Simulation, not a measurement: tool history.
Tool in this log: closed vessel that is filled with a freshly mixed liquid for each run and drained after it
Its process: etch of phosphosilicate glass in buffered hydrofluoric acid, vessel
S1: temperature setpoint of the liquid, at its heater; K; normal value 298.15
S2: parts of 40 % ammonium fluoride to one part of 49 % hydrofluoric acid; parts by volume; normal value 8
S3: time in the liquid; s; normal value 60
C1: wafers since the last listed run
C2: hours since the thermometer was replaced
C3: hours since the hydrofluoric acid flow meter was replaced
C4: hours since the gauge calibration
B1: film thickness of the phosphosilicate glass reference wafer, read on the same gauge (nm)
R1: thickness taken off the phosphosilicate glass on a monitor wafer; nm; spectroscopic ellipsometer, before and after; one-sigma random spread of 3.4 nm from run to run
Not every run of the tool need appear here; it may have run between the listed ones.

run	hour	S1	S2	S3	C1	C2	C3	C4	B1	R1
1	0	298.15	8	60	0	646.1	871.7	201	39.99	352.09
2	36.2	298.15	8	60	3414	682.3	907.9	237.2	40.04	356.57
3	94.2	298.15	8	60	5470	740.3	965.9	295.2	39.99	361.16
4	152.7	298.15	8	60	5518	798.8	1024.4	353.7	40.02	364.36
5	215.4	298.15	8	60	5914	861.5	1087.1	416.4	39.97	358
6	272.4	300.65	8	75	5376	918.5	1144.1	473.4	40.04	512.97
7	316.1	298.15	6.5	60	4122	962.2	1187.8	517.1	39.98	440.87
8	361.4	298.15	9	60	4273	1007.5	1233.1	562.4	40.06	316.14
9	396.7	298.15	8	60	3329	1042.8	1268.4	597.7	39.95	365.08
10	435.4	298.15	9	35	3650	1081.5	1307.1	636.4	40.02	181.93
11	487.5	298.15	9	35	4914	1133.6	1359.2	688.5	40.04	184.35
12	512.7	298.15	8	75	2377	1158.8	1384.4	713.7	40.05	451.96
13	572.3	298.15	8	75	5621	1218.4	1444	773.3	39.98	444.57
14	610.2	295.65	6.5	40	3575	1256.3	1481.9	811.2	39.99	256.69
15	653.1	301.15	5.5	85	4046	1299.2	1524.8	854.1	40.02	850.29
16	685.4	298.15	8	60	3046	1331.5	1557.1	886.4	39.99	355.93
17	834.4	294.15	5.5	40	14054	1480.5	1706.1	1035.4	40.04	271.29
18	866.2	298.15	8	60	2999	1512.3	1737.9	1067.2	40	359.43
# hour 885.7: thermometer replaced
19	904.4	295.15	8	45	3508	18.7	1776.1	1105.4	40.02	226
20	959.7	296.15	10	85	5216	74	1831.4	1160.7	39.96	375.52
# hour 997.6: hydrofluoric acid flow meter replaced
# hour 1021.4: gauge calibrated
21	1021.5	301.65	8	60	5735	135.8	23.9	0.1	39.97	434.8
22	1071.1	296.15	10.5	45	4678	185.4	73.5	49.7	40.06	190.99
23	1165.7	294.65	5	95	8923	280	168.1	144.3	39.99	714.31
24	1194.3	302.15	7	30	2697	308.6	196.7	172.9	40.02	251.88
25	1264.3	293.65	9	95	6602	378.6	266.7	242.9	39.99	396.71
26	1328.1	296.15	10.5	45	6018	442.4	330.5	306.7	39.95	186.05
27	1372.2	303.15	7	60	4159	486.5	374.6	350.8	39.99	533.7

What if the next run were any one of these 4? Each begins from the tool's condition after run 27:
A	1372.9	303.15	8	60	66	487.2	375.3	351.5	?	?
B	1372.9	298.15	6	30	66	487.2	375.3	351.5	?	?
C	1372.9	298.15	9.5	30	66	487.2	375.3	351.5	?	?
D	1372.9	296.15	8	95	66	487.2	375.3	351.5	?	?

run	B1	R1
A	39.99	462.66
B	39.99	234.01
C	39.99	150.8
D	39.99	503.4
With no hidden state in the tool, these same runs would have given:
run	R1
A	462.66
B	234.01
C	150.8
D	503.4
